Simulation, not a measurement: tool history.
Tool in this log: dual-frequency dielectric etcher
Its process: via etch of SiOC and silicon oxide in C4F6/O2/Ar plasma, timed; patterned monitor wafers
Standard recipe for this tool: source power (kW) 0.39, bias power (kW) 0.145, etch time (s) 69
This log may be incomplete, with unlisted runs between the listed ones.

run	hour	source power (kW)	bias power (kW)	etch time (s)	wafers since the last listed run	hours since the last wet clean	hours since the last source power generator calibration	hours since the last bias power generator calibration	hours since the last upper electrode change	hours since the gauge calibration	read-back reference wafer on the same gauge, depth_nm	mean etch depth across the wafer (angstrom)
1	0	0.39	0.145	69	0	231.5	3921.8	4097	2905.9	133.6	81.5	706
2	15.6	0.39	0.145	80	152	247.1	3937.4	4112.6	2921.5	149.2	81.5	818
3	22.6	0.39	0.145	80	68	254.1	3944.4	4119.6	2928.5	156.2	81.5	814
4	29.4	0.39	0.145	80	66	260.9	3951.2	4126.4	2935.3	163	81.4	814
5	43.3	0.39	0.145	55	135	274.8	3965.1	4140.3	2949.2	176.9	81.5	561
6	59.7	0.39	0.145	55	160	291.2	3981.5	4156.7	2965.6	193.3	81.5	559
7	67.1	0.39	0.145	55	72	298.6	3988.9	4164.1	2973	200.7	81.4	557
8	80.3	0.39	0.145	79.5	129	311.8	4002.1	4177.3	2986.2	213.9	81.5	810
9	118.3	0.44	0.145	69	371	349.8	4040.1	4215.3	3024.2	251.9	81.5	741
# hour 149.7: source power generator calibrated
# hour 150.3: upper electrode replaced
10	150.8	0.39	0.158	74.5	273	382.3	1.1	4247.8	0.5	284.4	81.5	763
11	151.1	0.39	0.158	74.5	2	382.6	1.4	4248.1	0.8	284.7	81.5	766
12	153.2	0.39	0.145	69	20	384.7	3.5	4250.2	2.9	286.8	81.5	691
13	170.8	0.39	0.145	69	172	402.3	21.1	4267.8	20.5	304.4	81.5	696
14	179.1	0.39	0.145	69	81	410.6	29.4	4276.1	28.8	312.7	81.5	690
15	192.1	0.39	0.129	58	127	423.6	42.4	4289.1	41.8	325.7	81.5	564
16	205.4	0.29	0.145	69	130	436.9	55.7	4302.4	55.1	339	81.5	586
17	215.9	0.39	0.145	69	102	447.4	66.2	4312.9	65.6	349.5	81.5	689
# hour 216: gauge calibrated
18	229.5	0.34	0.179	69	133	461	79.8	4326.5	79.2	13.5	81.5	676
# hour 234.2: bias power generator calibrated
19	239.8	0.45	0.11	78.5	61	471.3	90.1	5.6	89.5	23.8	81.5	794
# hour 277.6: wet clean of the chamber
20	278.1	0.39	0.145	69	139	0.5	128.4	43.9	127.8	62.1	81.6	725
21	295.4	0.42	0.157	83	169	17.8	145.7	61.2	145.1	79.4	81.5	921
22	303	0.39	0.145	69	74	25.4	153.3	68.8	152.7	87	81.5	728
23	320.1	0.39	0.145	85	167	42.5	170.4	85.9	169.8	104.1	81.5	896
24	330.3	0.39	0.145	53	99	52.7	180.6	96.1	180	114.3	81.5	557
25	346.3	0.45	0.119	69	156	68.7	196.6	112.1	196	130.3	81.5	751
26	391	0.39	0.145	69	437	113.4	241.3	156.8	240.7	175	81.5	723

Measured result minus the same run's result without the hidden state. Both carry the same run-to-run variation, though not necessarily the same gauge scatter:
Unlogged tool condition in this case: etch rate over this chamber's usual, %; source power that arrives over what is set, %; bias power that arrives over what is set, %; gauge reads high (%).
run	mean etch depth across the wafer (angstrom)
1	-20
2	-24
3	-24
4	-25
5	-18
6	-19
7	-19
8	-28
9	-29
10	-32
11	-32
12	-29
13	-31
14	-31
15	-26
16	-27
17	-33
18	-34
19	-40
20	+7
21	+8
22	+6
23	+6
24	+3
25	+3
26	+1

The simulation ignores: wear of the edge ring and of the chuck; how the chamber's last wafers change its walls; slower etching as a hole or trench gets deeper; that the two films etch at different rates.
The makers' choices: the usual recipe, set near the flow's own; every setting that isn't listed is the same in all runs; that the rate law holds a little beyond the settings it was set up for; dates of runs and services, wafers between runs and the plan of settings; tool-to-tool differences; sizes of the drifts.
